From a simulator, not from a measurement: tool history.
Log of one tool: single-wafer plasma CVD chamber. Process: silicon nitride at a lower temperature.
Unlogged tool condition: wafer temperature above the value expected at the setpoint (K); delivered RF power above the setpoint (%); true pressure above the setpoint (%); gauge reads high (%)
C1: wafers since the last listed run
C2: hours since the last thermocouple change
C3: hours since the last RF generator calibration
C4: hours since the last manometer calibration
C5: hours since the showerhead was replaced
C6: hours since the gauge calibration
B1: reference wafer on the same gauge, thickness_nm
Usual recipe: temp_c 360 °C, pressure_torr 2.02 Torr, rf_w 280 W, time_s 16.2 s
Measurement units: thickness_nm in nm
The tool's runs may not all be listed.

run 1 hour=0 | temp_c=360 pressure_torr=2.02 rf_w=280 time_s=16.2 | C1=0 C2=2759.9 C3=1246.1 C4=866.3 C5=2422.5 C6=423.9 | B1=21.503 | thickness_nm=19.69
run 2 hour=22.4 | temp_c=360 pressure_torr=2.02 rf_w=280 time_s=16.2 | C1=393 C2=2782.3 C3=1268.5 C4=888.7 C5=2444.9 C6=446.3 | B1=21.509 | thickness_nm=19.64
run 3 hour=56.2 | temp_c=360 pressure_torr=2.02 rf_w=280 time_s=16.2 | C1=594 C2=2816.1 C3=1302.3 C4=922.5 C5=2478.7 C6=480.1 | B1=21.517 | thickness_nm=19.739
run 4 hour=74.1 | temp_c=360 pressure_torr=2.02 rf_w=280 time_s=16.2 | C1=314 C2=2834 C3=1320.2 C4=940.4 C5=2496.6 C6=498 | B1=21.504 | thickness_nm=19.713
run 5 hour=92.3 | temp_c=360 pressure_torr=2.02 rf_w=280 time_s=16.2 | C1=320 C2=2852.2 C3=1338.4 C4=958.6 C5=2514.8 C6=516.2 | B1=21.476 | thickness_nm=19.731
run 6 hour=123.6 | temp_c=360 pressure_torr=2.02 rf_w=280 time_s=18.7 | C1=550 C2=2883.5 C3=1369.7 C4=989.9 C5=2546.1 C6=547.5 | B1=21.499 | thickness_nm=22.805
run 7 hour=140 | temp_c=356 pressure_torr=2.02 rf_w=280 time_s=16.2 | C1=288 C2=2899.9 C3=1386.1 C4=1006.3 C5=2562.5 C6=563.9 | B1=21.498 | thickness_nm=19.821
run 8 hour=163.8 | temp_c=360 pressure_torr=2.02 rf_w=280 time_s=14.3 | C1=418 C2=2923.7 C3=1409.9 C4=1030.1 C5=2586.3 C6=587.7 | B1=21.508 | thickness_nm=17.398
-- hour=187.5 thermocouple changed; heater temperature recalibrated
run 9 hour=188 | temp_c=360 pressure_torr=2.02 rf_w=280 time_s=14.3 | C1=284 C2=0.5 C3=1434.1 C4=1054.3 C5=2610.5 C6=611.9 | B1=21.5 | thickness_nm=17.515
run 10 hour=205.8 | temp_c=368 pressure_torr=2.02 rf_w=280 time_s=16.2 | C1=313 C2=18.3 C3=1451.9 C4=1072.1 C5=2628.3 C6=629.7 | B1=21.504 | thickness_nm=19.62
-- hour=223 RF generator calibrated
-- hour=225.2 gauge calibrated
-- hour=256.1 showerhead replaced
run 11 hour=305.2 | temp_c=360 pressure_torr=2.02 rf_w=280 time_s=16.2 | C1=1466 C2=117.7 C3=82.2 C4=1171.5 C5=49.1 C6=80 | B1=21.508 | thickness_nm=19.766
run 12 hour=325.7 | temp_c=360 pressure_torr=1.68 rf_w=280 time_s=16.2 | C1=360 C2=138.2 C3=102.7 C4=1192 C5=69.6 C6=100.5 | B1=21.504 | thickness_nm=19.159
run 13 hour=397.9 | temp_c=360 pressure_torr=1.71 rf_w=260 time_s=16.2 | C1=1269 C2=210.4 C3=174.9 C4=1264.2 C5=141.8 C6=172.7 | B1=21.504 | thickness_nm=18.527
run 14 hour=425.3 | temp_c=349 pressure_torr=2.17 rf_w=230 time_s=16.2 | C1=481 C2=237.8 C3=202.3 C4=1291.6 C5=169.2 C6=200.1 | B1=21.489 | thickness_nm=18.25
-- hour=443.8 capacitance manometer re-zeroed and calibrated
run 15 hour=459.5 | temp_c=360 pressure_torr=1.79 rf_w=280 time_s=19.4 | C1=460 C2=272 C3=236.5 C4=15.7 C5=203.4 C6=234.3 | B1=21.525 | thickness_nm=22.851
run 16 hour=495.3 | temp_c=360 pressure_torr=1.55 rf_w=280 time_s=15 | C1=629 C2=307.8 C3=272.3 C4=51.5 C5=239.2 C6=270.1 | B1=21.507 | thickness_nm=17.358
run 17 hour=526.7 | temp_c=360 pressure_torr=2.02 rf_w=280 time_s=16.2 | C1=552 C2=339.2 C3=303.7 C4=82.9 C5=270.6 C6=301.5 | B1=21.502 | thickness_nm=19.587
run 18 hour=562.6 | temp_c=351 pressure_torr=2.02 rf_w=280 time_s=16.2 | C1=631 C2=375.1 C3=339.6 C4=118.8 C5=306.5 C6=337.4 | B1=21.518 | thickness_nm=19.537
run 19 hour=583.1 | temp_c=360 pressure_torr=2.02 rf_w=280 time_s=16.2 | C1=360 C2=395.6 C3=360.1 C4=139.3 C5=327 C6=357.9 | B1=21.5 | thickness_nm=19.578
run 20 hour=615.4 | temp_c=355 pressure_torr=2.28 rf_w=240 time_s=16.2 | C1=568 C2=427.9 C3=392.4 C4=171.6 C5=359.3 C6=390.2 | B1=21.5 | thickness_nm=18.545
run 21 hour=641.7 | temp_c=360 pressure_torr=1.79 rf_w=225 time_s=18.1 | C1=462 C2=454.2 C3=418.7 C4=197.9 C5=385.6 C6=416.5 | B1=21.501 | thickness_nm=19.304
run 22 hour=662.9 | temp_c=351 pressure_torr=1.73 rf_w=320 time_s=16.2 | C1=372 C2=475.4 C3=439.9 C4=219.1 C5=406.8 C6=437.7 | B1=21.519 | thickness_nm=20.555
run 23 hour=684.2 | temp_c=345 pressure_torr=1.65 rf_w=280 time_s=16.2 | C1=374 C2=496.7 C3=461.2 C4=240.4 C5=428.1 C6=459 | B1=21.507 | thickness_nm=19.125
run 24 hour=719.5 | temp_c=360 pressure_torr=2.02 rf_w=245 time_s=17.8 | C1=620 C2=532 C3=496.5 C4=275.7 C5=463.4 C6=494.3 | B1=21.497 | thickness_nm=20.143
run 25 hour=734.3 | temp_c=366 pressure_torr=2.26 rf_w=230 time_s=18.8 | C1=260 C2=546.8 C3=511.3 C4=290.5 C5=478.2 C6=509.1 | B1=21.48 | thickness_nm=21.103
run 26 hour=752.4 | temp_c=374 pressure_torr=2.22 rf_w=250 time_s=17.9 | C1=318 C2=564.9 C3=529.4 C4=308.6 C5=496.3 C6=527.2 | B1=21.51 | thickness_nm=20.703
run 27 hour=776.3 | temp_c=360 pressure_torr=2.02 rf_w=280 time_s=16.2 | C1=420 C2=588.8 C3=553.3 C4=332.5 C5=520.2 C6=551.1 | B1=21.481 | thickness_nm=19.527
run 28 hour=799.2 | temp_c=360 pressure_torr=2.02 rf_w=280 time_s=16.2 | C1=402 C2=611.7 C3=576.2 C4=355.4 C5=543.1 C6=574 | B1=21.518 | thickness_nm=19.615
run 29 hour=818.2 | temp_c=360 pressure_torr=1.65 rf_w=280 time_s=16.2 | C1=334 C2=630.7 C3=595.2 C4=374.4 C5=562.1 C6=593 | B1=21.496 | thickness_nm=19.042

Here are 4 independent what-if runs from the current tool condition. What would each one return?
run A hour=818.6 | temp_c=345 pressure_torr=2.02 rf_w=280 time_s=16.2 | C1=7 C2=631.1 C3=595.6 C4=374.8 C5=562.5 C6=593.4 | B1=? | thickness_nm=?
run B hour=818.6 | temp_c=360 pressure_torr=1.82 rf_w=325 time_s=16.2 | C1=7 C2=631.1 C3=595.6 C4=374.8 C5=562.5 C6=593.4 | B1=? | thickness_nm=?
run C hour=818.6 | temp_c=360 pressure_torr=2.02 rf_w=280 time_s=13.7 | C1=7 C2=631.1 C3=595.6 C4=374.8 C5=562.5 C6=593.4 | B1=? | thickness_nm=?
run D hour=818.6 | temp_c=366 pressure_torr=2.46 rf_w=225 time_s=16.2 | C1=7 C2=631.1 C3=595.6 C4=374.8 C5=562.5 C6=593.4 | B1=? | thickness_nm=?

run=A B1=21.515 thickness_nm=19.631
run=B B1=21.515 thickness_nm=20.655
run=C B1=21.515 thickness_nm=16.524
run=D B1=21.515 thickness_nm=18.146
What these runs would have given with no unlogged condition in the tool:
run=A thickness_nm=19.495
run=B thickness_nm=20.504
run=C thickness_nm=16.41
run=D thickness_nm=18.021
